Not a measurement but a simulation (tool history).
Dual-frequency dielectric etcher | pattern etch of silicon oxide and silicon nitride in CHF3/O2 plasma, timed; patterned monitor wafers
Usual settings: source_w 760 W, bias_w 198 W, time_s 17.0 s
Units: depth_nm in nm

| run | hour | source_w | bias_w | time_s | wafers since the last listed run | hours since the last wet clean | hours since the last source power generator calibration | hours since the last bias power generator calibration | hours since the last upper electrode change | hours since the gauge calibration | read-back reference wafer on the same gauge, depth_nm | depth_nm |
|---|---|---|---|---|---|---|---|---|---|---|---|---|
| 1 | 0.0 | 760 | 198 | 17.0 | 0 | 183.1 | 1982.3 | 2848.0 | 3445.9 | 328.4 | 25.80 | 28.33 |
| 2 | 63.1 | 760 | 198 | 17.0 | 708 | 246.2 | 2045.4 | 2911.1 | 3509.0 | 391.5 | 25.79 | 28.14 |
| 3 | 162.4 | 760 | 198 | 17.0 | 1114 | 345.5 | 2144.7 | 3010.4 | 3608.3 | 490.8 | 25.79 | 27.95 |
| 4 | 220.7 | 760 | 198 | 20.5 | 654 | 403.8 | 2203.0 | 3068.7 | 3666.6 | 549.1 | 25.80 | 33.54 |
|  | 249.3 | wet clean of the chamber |
| 5 | 326.1 | 760 | 198 | 20.5 | 913 | 76.8 | 2308.4 | 3174.1 | 3772.0 | 654.5 | 25.82 | 33.85 |
| 6 | 395.7 | 760 | 198 | 14.5 | 780 | 146.4 | 2378.0 | 3243.7 | 3841.6 | 724.1 | 25.80 | 23.76 |
| 7 | 486.6 | 760 | 198 | 14.5 | 1019 | 237.3 | 2468.9 | 3334.6 | 3932.5 | 815.0 | 25.79 | 23.70 |
| 8 | 581.3 | 760 | 198 | 14.5 | 1062 | 332.0 | 2563.6 | 3429.3 | 4027.2 | 909.7 | 25.81 | 23.60 |
| 9 | 685.1 | 820 | 198 | 17.0 | 1164 | 435.8 | 2667.4 | 3533.1 | 4131.0 | 1013.5 | 25.80 | 28.21 |
|  | 738.2 | wet clean of the chamber |
| 10 | 756.9 | 820 | 198 | 17.0 | 536 | 18.7 | 2739.2 | 3604.9 | 4202.8 | 1085.3 | 25.80 | 29.15 |
| 11 | 852.7 | 820 | 198 | 17.0 | 1074 | 114.5 | 2835.0 | 3700.7 | 4298.6 | 1181.1 | 25.81 | 28.95 |
| 12 | 946.2 | 760 | 198 | 19.0 | 1049 | 208.0 | 2928.5 | 3794.2 | 4392.1 | 1274.6 | 25.80 | 31.18 |
| 13 | 1052.6 | 760 | 198 | 17.0 | 1193 | 314.4 | 3034.9 | 3900.6 | 4498.5 | 1381.0 | 25.80 | 27.77 |
|  | 1082.6 | bias power generator calibrated |
|  | 1105.0 | gauge calibrated |
|  | 1249.8 | wet clean of the chamber |
| 14 | 1290.5 | 820 | 198 | 17.0 | 2355 | 40.7 | 3272.8 | 207.9 | 4736.4 | 185.5 | 25.81 | 28.92 |
| 15 | 1328.4 | 760 | 171 | 18.5 | 425 | 78.6 | 3310.7 | 245.8 | 4774.3 | 223.4 | 25.81 | 29.05 |
| 16 | 1381.5 | 830 | 198 | 20.0 | 595 | 131.7 | 3363.8 | 298.9 | 4827.4 | 276.5 | 25.81 | 33.89 |
| 17 | 1451.2 | 760 | 198 | 17.0 | 782 | 201.4 | 3433.5 | 368.6 | 4897.1 | 346.2 | 25.81 | 27.76 |
|  | 1476.2 | source power generator calibrated |
| 18 | 1555.7 | 620 | 171 | 19.0 | 1127 | 305.9 | 79.5 | 473.1 | 5001.6 | 450.7 | 25.78 | 27.09 |
| 19 | 1593.6 | 650 | 175 | 17.0 | 425 | 343.8 | 117.4 | 511.0 | 5039.5 | 488.6 | 25.81 | 24.73 |
|  | 1654.0 | upper electrode replaced |
| 20 | 1654.5 | 760 | 198 | 17.0 | 414 | 404.7 | 178.3 | 571.9 | 0.5 | 549.5 | 25.80 | 27.35 |
| 21 | 1706.4 | 760 | 198 | 17.0 | 582 | 456.6 | 230.2 | 623.8 | 52.4 | 601.4 | 25.80 | 27.26 |
|  | 1752.8 | wet clean of the chamber |
| 22 | 1765.8 | 950 | 223 | 21.5 | 397 | 13.0 | 289.6 | 683.2 | 111.8 | 660.8 | 25.81 | 40.44 |
| 23 | 1801.9 | 670 | 198 | 15.5 | 405 | 49.1 | 325.7 | 719.3 | 147.9 | 696.9 | 25.79 | 24.40 |
| 24 | 1901.8 | 890 | 178 | 14.5 | 1120 | 149.0 | 425.6 | 819.2 | 247.8 | 796.8 | 25.81 | 24.66 |
| 25 | 1990.4 | 760 | 176 | 17.0 | 994 | 237.6 | 514.2 | 907.8 | 336.4 | 885.4 | 25.80 | 27.02 |
| 26 | 2066.0 | 660 | 198 | 20.5 | 848 | 313.2 | 589.8 | 983.4 | 412.0 | 961.0 | 25.80 | 31.60 |
| 27 | 2118.9 | 760 | 198 | 17.0 | 593 | 366.1 | 642.7 | 1036.3 | 464.9 | 1013.9 | 25.79 | 27.69 |
| 28 | 2195.3 | 760 | 198 | 17.0 | 857 | 442.5 | 719.1 | 1112.7 | 541.3 | 1090.3 | 25.80 | 27.49 |
|  | 2275.7 | wet clean of the chamber |
| 29 | 2295.5 | 620 | 198 | 17.0 | 855 | 19.8 | 819.3 | 1212.9 | 641.5 | 1190.5 | 25.82 | 25.93 |

Forecast each of these 4 alternatives for the next run:
| A | 2295.9 | 760 | 198 | 18.5 | 4 | 20.2 | 819.7 | 1213.3 | 641.9 | 1190.9 | ? | ? |
| B | 2295.9 | 660 | 198 | 21.5 | 4 | 20.2 | 819.7 | 1213.3 | 641.9 | 1190.9 | ? | ? |
| C | 2295.9 | 640 | 198 | 17.0 | 4 | 20.2 | 819.7 | 1213.3 | 641.9 | 1190.9 | ? | ? |
| D | 2295.9 | 760 | 181 | 19.0 | 4 | 20.2 | 819.7 | 1213.3 | 641.9 | 1190.9 | ? | ? |

| run | read-back reference wafer on the same gauge, depth_nm | depth_nm |
|---|---|---|
| A | 25.79 | 30.60 |
| B | 25.79 | 33.59 |
| C | 25.79 | 26.23 |
| D | 25.79 | 30.54 |
Without the tool's hidden state the same runs would have given:
| run | depth_nm |
|---|---|
| A | 30.46 |
| B | 33.44 |
| C | 26.12 |
| D | 30.42 |
